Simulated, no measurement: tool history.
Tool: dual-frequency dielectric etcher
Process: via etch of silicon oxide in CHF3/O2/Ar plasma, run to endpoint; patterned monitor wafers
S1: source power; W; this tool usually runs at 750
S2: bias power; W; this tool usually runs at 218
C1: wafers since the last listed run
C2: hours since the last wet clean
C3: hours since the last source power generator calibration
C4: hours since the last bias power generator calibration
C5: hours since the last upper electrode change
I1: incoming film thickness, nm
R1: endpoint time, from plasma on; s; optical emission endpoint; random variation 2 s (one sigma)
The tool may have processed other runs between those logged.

run    hour   S1   S2   C1     C2      C3      C4      C5     I1     R1
  1     0.0  750  251    0  160.0  1014.2  4514.1  2725.4  625.1  239.1
  2    50.7  750  218  180  210.7  1064.9  4564.8  2776.1  625.4  258.3
  3    91.5  750  218  145  251.5  1105.7  4605.6  2816.9  630.1  260.1
  4   133.9  880  206  150  293.9  1148.1  4648.0  2859.3  628.1  255.9
  5   187.1  880  206  189  347.1  1201.3  4701.2  2912.5  628.8  250.8
  6   383.0  670  204  697  543.0  1397.2  4897.1  3108.4  625.3  267.0
  7   423.6  670  204  144  583.6  1437.8  4937.7  3149.0  629.7  263.5
      457.1  -- wet clean of the chamber
  8   457.6  750  218   35    0.5  1471.8  4971.7  3183.0  627.9  258.9
  9   513.1  750  218  197   56.0  1527.3  5027.2  3238.5  626.8  262.3
 10   561.4  750  218  171  104.3  1575.6  5075.5  3286.8  631.3  259.8
      573.3  -- bias power generator calibrated
      588.9  -- upper electrode replaced
 11   618.5  750  218  133  161.4  1632.7    45.2    29.6  626.2  257.0
 12   644.1  750  218   91  187.0  1658.3    70.8    55.2  623.7  257.6
 13   715.8  750  218  255  258.7  1730.0   142.5   126.9  633.3  257.3
 14   773.5  680  218  205  316.4  1787.7   200.2   184.6  624.9  261.5
 15   820.1  830  236  165  363.0  1834.3   246.8   231.2  629.0  238.5
 16   879.6  910  265  211  422.5  1893.8   306.3   290.7  624.3  219.7
 17   925.7  750  218  164  468.6  1939.9   352.4   336.8  630.8  253.9
      982.2  -- source power generator calibrated
 18   992.3  800  179  222  535.2    10.1   419.0   403.4  625.7  273.2
 19  1031.7  750  218  140  574.6    49.5   458.4   442.8  622.9  244.4
     1088.8  -- wet clean of the chamber
 20  1100.5  560  260  159   11.7   118.3   527.2   511.6  627.4  254.8
 21  1152.0  600  171  183   63.2   169.8   578.7   563.1  631.1  310.8
 22  1214.2  620  172  221  125.4   232.0   640.9   625.3  627.4  304.7
 23  1266.9  750  272  187  178.1   284.7   693.6   678.0  629.5  232.2
 24  1316.3  750  218  175  227.5   334.1   743.0   727.4  627.7  257.1

5 options for the next run, each taken on its own from the tool as it stands now. Forecast them:
  A  1316.8  920  218   1  228.0  334.6  743.5  727.9  625.7   ?
  B  1316.8  750  202   1  228.0  334.6  743.5  727.9  625.7   ?
  C  1316.8  930  254   1  228.0  334.6  743.5  727.9  625.7   ?
  D  1316.8  940  176   1  228.0  334.6  743.5  727.9  625.7   ?
  E  1316.8  810  199   1  228.0  334.6  743.5  727.9  625.7   ?

run     R1
  A  243.4
  B  265.2
  C  225.3
  D  269.8
  E  262.6
Had the tool no hidden state, the same runs would have come out as:
run     R1
  A  249.5
  B  271.9
  C  231.0
  D  276.5
  E  269.2
